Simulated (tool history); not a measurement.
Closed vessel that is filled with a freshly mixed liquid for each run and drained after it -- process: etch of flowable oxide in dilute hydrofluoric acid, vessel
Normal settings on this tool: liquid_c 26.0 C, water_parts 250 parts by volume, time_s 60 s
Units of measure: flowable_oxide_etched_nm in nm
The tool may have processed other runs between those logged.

| run | hour | liquid_c | water_parts | time_s | wafers since the last listed run | hours since the thermometer was replaced | hours since the hydrofluoric acid flow meter was replaced | hours since the gauge calibration | read-back film thickness of the flowable oxide reference wafer, read on the same gauge (nm) | flowable_oxide_etched_nm |
|---|---|---|---|---|---|---|---|---|---|---|
| 1 | 0.0 | 26.0 | 250 | 60 | 0 | 1666.6 | 1704.5 | 288.1 | 40.01 | 7.89 |
| 2 | 25.5 | 26.0 | 250 | 60 | 3172 | 1692.1 | 1730.0 | 313.6 | 39.98 | 7.85 |
| 3 | 87.3 | 26.0 | 250 | 60 | 7688 | 1753.9 | 1791.8 | 375.4 | 39.99 | 7.85 |
| 4 | 116.2 | 26.0 | 250 | 60 | 3595 | 1782.8 | 1820.7 | 404.3 | 40.03 | 7.87 |
| 5 | 157.4 | 26.0 | 250 | 60 | 5125 | 1824.0 | 1861.9 | 445.5 | 39.97 | 7.80 |
| 6 | 216.4 | 26.0 | 250 | 60 | 7340 | 1883.0 | 1920.9 | 504.5 | 39.99 | 7.78 |
| 7 | 276.4 | 26.0 | 250 | 60 | 7464 | 1943.0 | 1980.9 | 564.5 | 39.99 | 7.84 |
|  | 307.1 | gauge calibrated |
| 8 | 331.3 | 26.0 | 250 | 60 | 6830 | 1997.9 | 2035.8 | 24.2 | 40.01 | 7.76 |
| 9 | 385.0 | 26.0 | 250 | 60 | 6680 | 2051.6 | 2089.5 | 77.9 | 39.95 | 7.76 |
|  | 430.8 | hydrofluoric acid flow meter replaced |
| 10 | 431.7 | 23.0 | 250 | 60 | 5685 | 2098.3 | 0.9 | 124.6 | 39.97 | 6.52 |
| 11 | 472.1 | 22.5 | 170 | 60 | 5026 | 2138.7 | 41.3 | 165.0 | 40.00 | 10.33 |
| 12 | 513.8 | 26.0 | 250 | 95 | 5187 | 2180.4 | 83.0 | 206.7 | 39.98 | 11.44 |
| 13 | 571.8 | 27.5 | 315 | 45 | 7215 | 2238.4 | 141.0 | 264.7 | 40.04 | 4.21 |
| 14 | 621.3 | 26.0 | 300 | 60 | 6158 | 2287.9 | 190.5 | 314.2 | 40.00 | 5.67 |
|  | 629.0 | hydrofluoric acid flow meter replaced, repeated, since the last time left the tool worse |
| 15 | 652.1 | 26.0 | 250 | 60 | 3707 | 2318.7 | 23.1 | 345.0 | 39.98 | 8.36 |
| 16 | 820.0 | 26.0 | 250 | 60 | 20888 | 2486.6 | 191.0 | 512.9 | 40.02 | 8.33 |
|  | 827.4 | gauge calibrated |
|  | 857.4 | thermometer replaced |
| 17 | 869.9 | 26.0 | 345 | 70 | 6083 | 12.5 | 240.9 | 42.5 | 39.99 | 6.39 |
| 18 | 909.0 | 21.5 | 330 | 50 | 4864 | 51.6 | 280.0 | 81.6 | 39.96 | 4.10 |
| 19 | 975.7 | 22.5 | 180 | 60 | 8298 | 118.3 | 346.7 | 148.3 | 40.03 | 10.81 |
| 20 | 1118.4 | 26.0 | 250 | 60 | 17753 | 261.0 | 489.4 | 291.0 | 40.03 | 8.18 |

Consider 4 possible next runs. They are alternatives, not a sequence: every one starts from the tool as it was left by run 20. What does each give?
| A | 1119.1 | 22.5 | 250 | 60 | 87 | 261.7 | 490.1 | 291.7 | ? | ? |
| B | 1119.1 | 30.0 | 160 | 60 | 87 | 261.7 | 490.1 | 291.7 | ? | ? |
| C | 1119.1 | 24.0 | 190 | 70 | 87 | 261.7 | 490.1 | 291.7 | ? | ? |
| D | 1119.1 | 26.0 | 170 | 50 | 87 | 261.7 | 490.1 | 291.7 | ? | ? |

| run | read-back film thickness of the flowable oxide reference wafer, read on the same gauge (nm) | flowable_oxide_etched_nm |
|---|---|---|
| A | 40.00 | 7.26 |
| B | 40.00 | 16.45 |
| C | 40.00 | 12.53 |
| D | 40.00 | 11.02 |
With no hidden state in the tool, these same runs would have given:
| run | flowable_oxide_etched_nm |
|---|---|
| A | 7.44 |
| B | 16.85 |
| C | 12.84 |
| D | 11.29 |
